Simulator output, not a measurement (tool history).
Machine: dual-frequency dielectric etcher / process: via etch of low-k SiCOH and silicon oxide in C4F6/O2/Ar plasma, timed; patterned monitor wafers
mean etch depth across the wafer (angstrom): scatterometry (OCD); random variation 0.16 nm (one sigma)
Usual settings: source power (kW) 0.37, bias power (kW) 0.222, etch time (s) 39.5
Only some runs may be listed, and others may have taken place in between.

run   hour  source power (kW)  bias power (kW)  etch time (s)  read-back reference wafer on the same gauge, depth_nm  mean etch depth across the wafer (angstrom)
  1      0               0.37            0.222           36.5                                                  117.9                                          976
  2    7.5               0.37            0.222           36.5                                                  117.9                                          975
  3   20.1               0.37            0.222           36.5                                                    118                                          975
  4   28.2               0.37            0.222           39.5                                                  118.1                                         1053
  5   38.9               0.37            0.222           39.5                                                    118                                         1053
  6   48.7               0.37            0.222           39.5                                                    118                                         1051
  7   62.4               0.37            0.222           39.5                                                    118                                         1052
  8   70.2               0.37            0.222           39.5                                                  118.1                                         1050
  9   88.1               0.37            0.222           39.5                                                    118                                         1050
 10  102.7               0.37            0.222           39.5                                                    118                                         1048
 11  135.3               0.37            0.189           39.5                                                    118                                         1021
 12  139.4               0.37            0.222             28                                                    118                                          745
 13  151.8               0.46            0.277             35                                                    118                                         1068
 14  158.5               0.42            0.185           31.5                                                  117.9                                          861
 15  168.1               0.46            0.263             45                                                    118                                         1364
 16  181.6               0.44            0.222             43                                                    118                                         1238
 17  194.8               0.33            0.245           39.5                                                  117.9                                         1007
 18  221.9               0.46            0.185           46.5                                                  117.9                                         1344
 19  222.2               0.37            0.222           39.5                                                  118.1                                         1060
 20  226.1               0.37            0.222           39.5                                                    118                                         1059
 21  232.8                0.3            0.269           49.5                                                  118.1                                         1238
 22  241.1               0.37            0.222           39.5                                                    118                                         1059
 23  258.1               0.37            0.222           44.5                                                    118                                         1188
 24  264.6               0.29             0.24             30                                                    118                                          721
 25  308.7               0.42             0.27           39.5                                                  117.9                                         1164
 26  356.1               0.41            0.275           39.5                                                    118                                         1150
 27  367.5               0.37            0.222           39.5                                                    118                                         1050
 28  375.3               0.37            0.205           39.5                                                    118                                         1035
 29  387.1               0.37            0.258           39.5                                                    118                                         1080

The log once held 5 entries between its listed runs, left out of this copy. Where does each go, and what is different about the tool's unlogged condition between the listed run before it and the listed run after it?
Logged between run 2 and run 3: bias power generator calibrated (hour 19.6)
  etch rate over this chamber's usual, %: -0.353 -> -0.408
  what was measured, less what the result would be without the hidden state, mean etch depth across the wafer (angstrom): -3 -> -4
Logged between run 8 and run 9: source power generator calibrated (hour 85.5)
  etch rate over this chamber's usual, %: -0.627 -> -0.705
  what was measured, less what the result would be without the hidden state, mean etch depth across the wafer (angstrom): -7 -> -8
Logged between run 10 and run 11: gauge calibrated (hour 117.5); upper electrode replaced (hour 134.8)
  etch rate over this chamber's usual, %: -0.769 -> -0.911
  what was measured, less what the result would be without the hidden state, mean etch depth across the wafer (angstrom): -8 -> -10
Logged between run 17 and run 18: wet clean of the chamber (hour 221.4)
  etch rate over this chamber's usual, %: -1.17 -> 0.214
  what was measured, less what the result would be without the hidden state, mean etch depth across the wafer (angstrom): -12 -> +3
